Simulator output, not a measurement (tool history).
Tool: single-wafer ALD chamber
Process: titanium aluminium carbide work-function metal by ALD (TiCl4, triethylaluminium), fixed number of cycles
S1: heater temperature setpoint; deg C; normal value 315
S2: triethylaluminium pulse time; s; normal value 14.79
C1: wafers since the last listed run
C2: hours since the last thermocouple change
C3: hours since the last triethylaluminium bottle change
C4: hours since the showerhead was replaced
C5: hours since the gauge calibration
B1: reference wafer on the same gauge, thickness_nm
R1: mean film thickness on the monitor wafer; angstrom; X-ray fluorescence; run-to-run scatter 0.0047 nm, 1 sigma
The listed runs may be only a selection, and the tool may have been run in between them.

Run 1, hour 0.0: usual settings; C1 0; C2 1776.7; C3 1013.5; C4 6937.7; C5 20.5; B1 1.759. Result: R1 18.65 angstrom.
Run 2, hour 24.1: usual settings; C1 244; C2 1800.8; C3 1037.6; C4 6961.8; C5 44.6; B1 1.759. Result: R1 18.69 angstrom.
Run 3, hour 52.0: usual settings; C1 283; C2 1828.7; C3 1065.5; C4 6989.7; C5 72.5; B1 1.760. Result: R1 18.68 angstrom.
Run 4, hour 83.5: usual settings but S2 13.38 s; C1 320; C2 1860.2; C3 1097.0; C4 7021.2; C5 104.0; B1 1.760. Result: R1 18.60 angstrom.
Run 5, hour 98.8: usual settings but S2 13.38 s; C1 155; C2 1875.5; C3 1112.3; C4 7036.5; C5 119.3; B1 1.759. Result: R1 18.54 angstrom.
Run 6, hour 115.9: usual settings; C1 173; C2 1892.6; C3 1129.4; C4 7053.6; C5 136.4; B1 1.761. Result: R1 18.69 angstrom.
Run 7, hour 135.0: usual settings; C1 194; C2 1911.7; C3 1148.5; C4 7072.7; C5 155.5; B1 1.759. Result: R1 18.64 angstrom.
Run 8, hour 159.1: usual settings; C1 244; C2 1935.8; C3 1172.6; C4 7096.8; C5 179.6; B1 1.759. Result: R1 18.58 angstrom.
Run 9, hour 224.1: usual settings; C1 660; C2 2000.8; C3 1237.6; C4 7161.8; C5 244.6; B1 1.760. Result: R1 18.66 angstrom.
Run 10, hour 253.7: usual settings but S1 326 deg C; C1 300; C2 2030.4; C3 1267.2; C4 7191.4; C5 274.2; B1 1.760. Result: R1 19.24 angstrom.
At hour 282.7: triethylaluminium bottle replaced.
Run 11, hour 283.2: usual settings but S1 326 deg C; C1 218; C2 2059.9; C3 0.5; C4 7220.9; C5 303.7; B1 1.760. Result: R1 19.08 angstrom.
Run 12, hour 308.2: usual settings; C1 253; C2 2084.9; C3 25.5; C4 7245.9; C5 328.7; B1 1.760. Result: R1 18.30 angstrom.
Run 13, hour 320.5: usual settings; C1 124; C2 2097.2; C3 37.8; C4 7258.2; C5 341.0; B1 1.760. Result: R1 18.24 angstrom.
At hour 364.3: showerhead replaced.
Run 14, hour 420.5: usual settings; C1 934; C2 2197.2; C3 137.8; C4 56.2; C5 441.0; B1 1.759. Result: R1 18.28 angstrom.
At hour 446.6: triethylaluminium bottle replaced, repeated, since the last time left the tool worse.
Run 15, hour 449.9: usual settings; C1 217; C2 2226.6; C3 3.3; C4 85.6; C5 470.4; B1 1.759. Result: R1 18.75 angstrom.
At hour 473.3: thermocouple changed; heater temperature recalibrated.
Run 16, hour 484.6: usual settings but S2 20.34 s; C1 271; C2 11.3; C3 38.0; C4 120.3; C5 505.1; B1 1.759. Result: R1 18.86 angstrom.
At hour 486.7: gauge calibrated.
Run 17, hour 520.5: usual settings but S1 310 deg C, S2 20.57 s; C1 364; C2 47.2; C3 73.9; C4 156.2; C5 33.8; B1 1.760. Result: R1 18.51 angstrom.
Run 18, hour 544.3: usual settings but S2 16.62 s; C1 241; C2 71.0; C3 97.7; C4 180.0; C5 57.6; B1 1.761. Result: R1 18.83 angstrom.
Run 19, hour 574.9: usual settings but S1 310 deg C, S2 9.93 s; C1 310; C2 101.6; C3 128.3; C4 210.6; C5 88.2; B1 1.760. Result: R1 18.08 angstrom.
Run 20, hour 605.0: usual settings but S1 319 deg C; C1 305; C2 131.7; C3 158.4; C4 240.7; C5 118.3; B1 1.761. Result: R1 18.93 angstrom.
Run 21, hour 627.6: usual settings; C1 229; C2 154.3; C3 181.0; C4 263.3; C5 140.9; B1 1.760. Result: R1 18.65 angstrom.
Run 22, hour 651.4: usual settings but S1 306 deg C; C1 241; C2 178.1; C3 204.8; C4 287.1; C5 164.7; B1 1.761. Result: R1 18.09 angstrom.
Run 23, hour 678.6: usual settings but S1 323 deg C; C1 276; C2 205.3; C3 232.0; C4 314.3; C5 191.9; B1 1.759. Result: R1 19.39 angstrom.
Run 24, hour 697.3: usual settings; C1 189; C2 224.0; C3 250.7; C4 333.0; C5 210.6; B1 1.759. Result: R1 18.77 angstrom.
Run 25, hour 730.7: usual settings but S1 329 deg C, S2 17.06 s; C1 339; C2 257.4; C3 284.1; C4 366.4; C5 244.0; B1 1.759. Result: R1 19.81 angstrom.
Run 26, hour 747.9: usual settings but S1 303 deg C, S2 20.70 s; C1 174; C2 274.6; C3 301.3; C4 383.6; C5 261.2; B1 1.760. Result: R1 18.05 angstrom.
Run 27, hour 780.9: usual settings but S1 310 deg C; C1 335; C2 307.6; C3 334.3; C4 416.6; C5 294.2; B1 1.760. Result: R1 18.36 angstrom.
Run 28, hour 804.1: usual settings; C1 235; C2 330.8; C3 357.5; C4 439.8; C5 317.4; B1 1.760. Result: R1 18.61 angstrom.
Run 29, hour 833.3: usual settings but S1 325 deg C, S2 13.05 s; C1 296; C2 360.0; C3 386.7; C4 469.0; C5 346.6; B1 1.759. Result: R1 19.32 angstrom.
Run 30, hour 859.5: usual settings but S2 17.30 s; C1 266; C2 386.2; C3 412.9; C4 495.2; C5 372.8; B1 1.761. Result: R1 18.71 angstrom.
Run 31, hour 876.8: usual settings; C1 175; C2 403.5; C3 430.2; C4 512.5; C5 390.1; B1 1.759. Result: R1 18.72 angstrom.
Run 32, hour 911.6: usual settings; C1 353; C2 438.3; C3 465.0; C4 547.3; C5 424.9; B1 1.760. Result: R1 18.69 angstrom.

For each run, the measured value with the value that run would have given without the tool's hidden condition subtracted. The run-to-run variation is shared by both, the gauge scatter possibly not:
Unlogged tool condition in this case: wafer temperature above the value expected at the setpoint (K); triethylaluminium dose above that of a fresh bottle (%); gauge reads high (%).
run     R1
  1  -0.10
  2  -0.10
  3  -0.11
  4  -0.13
  5  -0.14
  6  -0.11
  7  -0.11
  8  -0.12
  9  -0.13
 10  -0.14
 11  -0.44
 12  -0.43
 13  -0.44
 14  -0.47
 15  +0.00
 16  +0.00
 17  +0.00
 18  -0.01
 19  -0.03
 20  -0.02
 21  -0.02
 22  -0.01
 23  -0.02
 24  -0.02
 25  -0.01
 26  -0.01
 27  -0.03
 28  -0.03
 29  -0.05
 30  -0.02
 31  -0.03
 32  -0.05
